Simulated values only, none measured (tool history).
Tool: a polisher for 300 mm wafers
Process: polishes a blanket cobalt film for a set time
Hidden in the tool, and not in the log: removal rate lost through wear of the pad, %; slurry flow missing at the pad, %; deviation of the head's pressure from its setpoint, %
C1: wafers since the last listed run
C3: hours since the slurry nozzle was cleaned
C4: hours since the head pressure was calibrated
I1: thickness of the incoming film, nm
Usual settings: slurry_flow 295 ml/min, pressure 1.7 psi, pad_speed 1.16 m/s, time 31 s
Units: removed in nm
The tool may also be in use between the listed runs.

run 1 hour=0 | slurry_flow=295 pressure=1.7 pad_speed=1.16 time=24 | C1=0 wafers_polished_on_this_pad=3607 C3=680.8 C4=46.8 | I1=1560.1 | removed=119.4
-- hour=23 worn pad replaced by a new one
run 2 hour=96.2 | slurry_flow=295 pressure=1.7 pad_speed=1.16 time=31 | C1=629 wafers_polished_on_this_pad=499 C3=777 C4=143 | I1=1538.1 | removed=150.7
-- hour=150.5 slurry nozzle cleaned
run 3 hour=203.5 | slurry_flow=295 pressure=1.7 pad_speed=0.94 time=31 | C1=725 wafers_polished_on_this_pad=1224 C3=53 C4=250.3 | I1=1541.5 | removed=140.3
run 4 hour=259.1 | slurry_flow=295 pressure=1.7 pad_speed=0.94 time=31 | C1=379 wafers_polished_on_this_pad=1604 C3=108.6 C4=305.9 | I1=1552.6 | removed=140
run 5 hour=303.2 | slurry_flow=295 pressure=1.7 pad_speed=0.94 time=31 | C1=300 wafers_polished_on_this_pad=1905 C3=152.7 C4=350 | I1=1559.9 | removed=143.6
run 6 hour=363.6 | slurry_flow=295 pressure=1.7 pad_speed=1.16 time=31 | C1=412 wafers_polished_on_this_pad=2317 C3=213.1 C4=410.4 | I1=1572.5 | removed=167.8
run 7 hour=468.3 | slurry_flow=295 pressure=1.7 pad_speed=1.16 time=31 | C1=714 wafers_polished_on_this_pad=3031 C3=317.8 C4=515.1 | I1=1539.6 | removed=163.4
-- hour=537.6 worn pad replaced by a new one, of another model than before
run 8 hour=547.9 | slurry_flow=295 pressure=1.7 pad_speed=1.24 time=31 | C1=515 wafers_polished_on_this_pad=70 C3=397.4 C4=594.7 | I1=1546.3 | removed=166.2
run 9 hour=654.9 | slurry_flow=295 pressure=1.7 pad_speed=1.24 time=31 | C1=730 wafers_polished_on_this_pad=800 C3=504.4 C4=701.7 | I1=1564.6 | removed=163.4
run 10 hour=756 | slurry_flow=295 pressure=1.7 pad_speed=1.24 time=31 | C1=689 wafers_polished_on_this_pad=1490 C3=605.5 C4=802.8 | I1=1517.6 | removed=154.8
run 11 hour=802.7 | slurry_flow=295 pressure=1.7 pad_speed=1.38 time=31 | C1=318 wafers_polished_on_this_pad=1809 C3=652.2 C4=849.5 | I1=1542.2 | removed=166.7
-- hour=834.3 slurry nozzle cleaned
run 12 hour=879.3 | slurry_flow=295 pressure=1.7 pad_speed=1.16 time=31 | C1=515 wafers_polished_on_this_pad=2324 C3=45 C4=926.1 | I1=1537.3 | removed=168.4
run 13 hour=985.7 | slurry_flow=295 pressure=1.7 pad_speed=1.16 time=31 | C1=725 wafers_polished_on_this_pad=3050 C3=151.4 C4=1032.5 | I1=1532.6 | removed=166.8
-- hour=1072.8 worn pad replaced by a new one
run 14 hour=1083 | slurry_flow=295 pressure=1.7 pad_speed=1.16 time=31 | C1=636 wafers_polished_on_this_pad=69 C3=248.7 C4=1129.8 | I1=1551 | removed=160.8
run 15 hour=1163 | slurry_flow=355 pressure=1.7 pad_speed=1.16 time=37 | C1=545 wafers_polished_on_this_pad=615 C3=328.7 C4=1209.8 | I1=1568 | removed=202.9
run 16 hour=1231.8 | slurry_flow=355 pressure=1.7 pad_speed=1.16 time=37 | C1=469 wafers_polished_on_this_pad=1084 C3=397.5 C4=1278.6 | I1=1547.4 | removed=195.2
run 17 hour=1291.2 | slurry_flow=355 pressure=1.7 pad_speed=1.16 time=37 | C1=405 wafers_polished_on_this_pad=1490 C3=456.9 C4=1338 | I1=1553.8 | removed=195.2
-- hour=1320.9 head pressure recalibrated
run 18 hour=1387.9 | slurry_flow=205 pressure=1.2 pad_speed=0.98 time=24 | C1=646 wafers_polished_on_this_pad=2136 C3=553.6 C4=67 | I1=1540.7 | removed=59
run 19 hour=1435.4 | slurry_flow=295 pressure=1.7 pad_speed=1.16 time=31 | C1=324 wafers_polished_on_this_pad=2460 C3=601.1 C4=114.5 | I1=1559.9 | removed=146.2
run 20 hour=1484.7 | slurry_flow=295 pressure=2.1 pad_speed=1.16 time=40 | C1=336 wafers_polished_on_this_pad=2796 C3=650.4 C4=163.8 | I1=1525 | removed=218.8
run 21 hour=1543.9 | slurry_flow=295 pressure=1.7 pad_speed=1.16 time=31 | C1=403 wafers_polished_on_this_pad=3200 C3=709.6 C4=223 | I1=1522.2 | removed=135.5
-- hour=1574.6 worn pad replaced by a new one
run 22 hour=1592.7 | slurry_flow=395 pressure=1.7 pad_speed=1.16 time=31 | C1=305 wafers_polished_on_this_pad=123 C3=758.4 C4=271.8 | I1=1512.9 | removed=148.7
run 23 hour=1660.8 | slurry_flow=295 pressure=1.7 pad_speed=1.16 time=31 | C1=464 wafers_polished_on_this_pad=587 C3=826.5 C4=339.9 | I1=1574.7 | removed=113.2
-- hour=1680.5 slurry nozzle cleaned
run 24 hour=1721.7 | slurry_flow=250 pressure=2 pad_speed=1.16 time=41 | C1=408 wafers_polished_on_this_pad=996 C3=41.2 C4=400.8 | I1=1526.5 | removed=243.8
run 25 hour=1770 | slurry_flow=295 pressure=1.7 pad_speed=0.88 time=20 | C1=329 wafers_polished_on_this_pad=1326 C3=89.5 C4=449.1 | I1=1539.4 | removed=82.7
run 26 hour=1846.1 | slurry_flow=295 pressure=1.7 pad_speed=1.16 time=31 | C1=519 wafers_polished_on_this_pad=1845 C3=165.6 C4=525.2 | I1=1536.8 | removed=164.2
run 27 hour=1930.1 | slurry_flow=295 pressure=1.7 pad_speed=1.3 time=31 | C1=573 wafers_polished_on_this_pad=2418 C3=249.6 C4=609.2 | I1=1518.8 | removed=185.6
run 28 hour=1974.8 | slurry_flow=200 pressure=1.7 pad_speed=1.16 time=31 | C1=304 wafers_polished_on_this_pad=2723 C3=294.3 C4=653.9 | I1=1521.6 | removed=132.5
-- hour=2042.9 worn pad replaced by a new one
run 29 hour=2216 | slurry_flow=295 pressure=1.5 pad_speed=1.32 time=38 | C1=1618 wafers_polished_on_this_pad=1181 C3=535.5 C4=895.1 | I1=1535.1 | removed=195.3
run 30 hour=2309.2 | slurry_flow=295 pressure=1.7 pad_speed=1.16 time=31 | C1=635 wafers_polished_on_this_pad=1817 C3=628.7 C4=988.3 | I1=1568.3 | removed=144.5
run 31 hour=2395.4 | slurry_flow=295 pressure=2.1 pad_speed=1.16 time=31 | C1=588 wafers_polished_on_this_pad=2405 C3=714.9 C4=1074.5 | I1=1523.1 | removed=160.3
run 32 hour=2445.4 | slurry_flow=295 pressure=1.7 pad_speed=1.02 time=24 | C1=341 wafers_polished_on_this_pad=2746 C3=764.9 C4=1124.5 | I1=1519 | removed=88.7
run 33 hour=2507.5 | slurry_flow=365 pressure=1.1 pad_speed=1.16 time=31 | C1=423 wafers_polished_on_this_pad=3170 C3=827 C4=1186.6 | I1=1566.5 | removed=99.9
-- hour=2534.8 slurry nozzle cleaned
-- hour=2556.2 worn pad replaced by a new one
run 34 hour=2577 | slurry_flow=295 pressure=1.7 pad_speed=1.16 time=31 | C1=440 wafers_polished_on_this_pad=141 C3=42.2 C4=1256.1 | I1=1564.1 | removed=166.9
-- hour=2582 head pressure recalibrated
run 35 hour=2642.6 | slurry_flow=295 pressure=1.7 pad_speed=1.16 time=31 | C1=433 wafers_polished_on_this_pad=575 C3=107.8 C4=60.6 | I1=1546.8 | removed=166.6

Forecast each of these 3 alternatives for the next run:
run A hour=2643 | slurry_flow=295 pressure=1.7 pad_speed=1.16 time=27 | C1=2 wafers_polished_on_this_pad=578 C3=108.2 C4=61 | I1=1548.9 | removed=?
run B hour=2643 | slurry_flow=345 pressure=1.3 pad_speed=0.78 time=38 | C1=2 wafers_polished_on_this_pad=578 C3=108.2 C4=61 | I1=1548.9 | removed=?
run C hour=2643 | slurry_flow=245 pressure=1.9 pad_speed=1.36 time=35 | C1=2 wafers_polished_on_this_pad=578 C3=108.2 C4=61 | I1=1548.9 | removed=?

run=A removed=148
run=B removed=118.2
run=C removed=233.6
Without the tool's hidden state the same runs would have given:
run=A removed=149.7
run=B removed=119.3
run=C removed=237.5
